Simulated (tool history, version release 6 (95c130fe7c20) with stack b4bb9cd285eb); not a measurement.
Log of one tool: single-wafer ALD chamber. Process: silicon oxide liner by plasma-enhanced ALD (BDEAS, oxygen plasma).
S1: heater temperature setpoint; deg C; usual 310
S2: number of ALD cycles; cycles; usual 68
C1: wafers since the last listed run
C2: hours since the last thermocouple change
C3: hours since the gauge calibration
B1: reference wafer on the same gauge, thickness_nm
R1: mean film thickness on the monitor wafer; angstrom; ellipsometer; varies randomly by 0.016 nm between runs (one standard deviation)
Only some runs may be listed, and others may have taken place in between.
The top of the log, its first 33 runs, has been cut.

{"run": 34, "day": 32.646, "S1": 310, "S2": 68, "C1": 108, "C2": 1485.8, "C3": 422.5, "B1": 7.144, "R1": 64.63}
{"run": 35, "day": 33.421, "S1": 314, "S2": 80, "C1": 86, "C2": 1504.4, "C3": 441.1, "B1": 7.163, "R1": 75.36}
{"run": 36, "day": 34.004, "S1": 299, "S2": 75, "C1": 65, "C2": 1518.4, "C3": 455.1, "B1": 7.151, "R1": 72.86}
{"day": 34.921, "done": "thermocouple changed; heater temperature recalibrated"}
{"run": 37, "day": 34.95, "S1": 310, "S2": 56, "C1": 68, "C2": 0.7, "C3": 477.8, "B1": 7.168, "R1": 53.2}
{"run": 38, "day": 36.5, "S1": 299, "S2": 59, "C1": 172, "C2": 37.9, "C3": 515.0, "B1": 7.166, "R1": 57.82}
{"run": 39, "day": 37.862, "S1": 319, "S2": 57, "C1": 151, "C2": 70.6, "C3": 547.7, "B1": 7.19, "R1": 53.68}
{"run": 40, "day": 38.475, "S1": 310, "S2": 68, "C1": 68, "C2": 85.3, "C3": 562.4, "B1": 7.193, "R1": 64.85}
{"run": 41, "day": 39.146, "S1": 295, "S2": 77, "C1": 74, "C2": 101.4, "C3": 578.5, "B1": 7.198, "R1": 76.61}
{"day": 39.333, "done": "gauge calibrated"}
{"run": 42, "day": 40.029, "S1": 321, "S2": 63, "C1": 98, "C2": 122.6, "C3": 16.7, "B1": 7.117, "R1": 58.39}
{"run": 43, "day": 40.825, "S1": 310, "S2": 68, "C1": 88, "C2": 141.7, "C3": 35.8, "B1": 7.111, "R1": 64.07}
{"run": 44, "day": 41.475, "S1": 310, "S2": 68, "C1": 72, "C2": 157.3, "C3": 51.4, "B1": 7.116, "R1": 63.95}
{"run": 45, "day": 42.65, "S1": 314, "S2": 68, "C1": 130, "C2": 185.5, "C3": 79.6, "B1": 7.12, "R1": 63.69}
{"run": 46, "day": 43.258, "S1": 310, "S2": 68, "C1": 67, "C2": 200.1, "C3": 94.2, "B1": 7.129, "R1": 64.27}
{"run": 47, "day": 44.433, "S1": 318, "S2": 81, "C1": 130, "C2": 228.3, "C3": 122.4, "B1": 7.115, "R1": 75.36}

Here are 4 independent what-if runs from the current tool condition. What would each one return?
{"run": "A", "day": 44.454, "S1": 310, "S2": 68, "C1": 2, "C2": 228.8, "C3": 122.9, "B1": "?", "R1": "?"}
{"run": "B", "day": 44.454, "S1": 300, "S2": 73, "C1": 2, "C2": 228.8, "C3": 122.9, "B1": "?", "R1": "?"}
{"run": "C", "day": 44.454, "S1": 310, "S2": 55, "C1": 2, "C2": 228.8, "C3": 122.9, "B1": "?", "R1": "?"}
{"run": "D", "day": 44.454, "S1": 324, "S2": 59, "C1": 2, "C2": 228.8, "C3": 122.9, "B1": "?", "R1": "?"}

run=A B1=7.128 R1=64.38
run=B B1=7.128 R1=70.46
run=C B1=7.128 R1=52.08
run=D B1=7.128 R1=54.60
Stripped of hidden state, with their random variation kept, the same runs would have yielded:
run=A R1=64.21
run=B R1=70.27
run=C R1=51.94
run=D R1=54.45
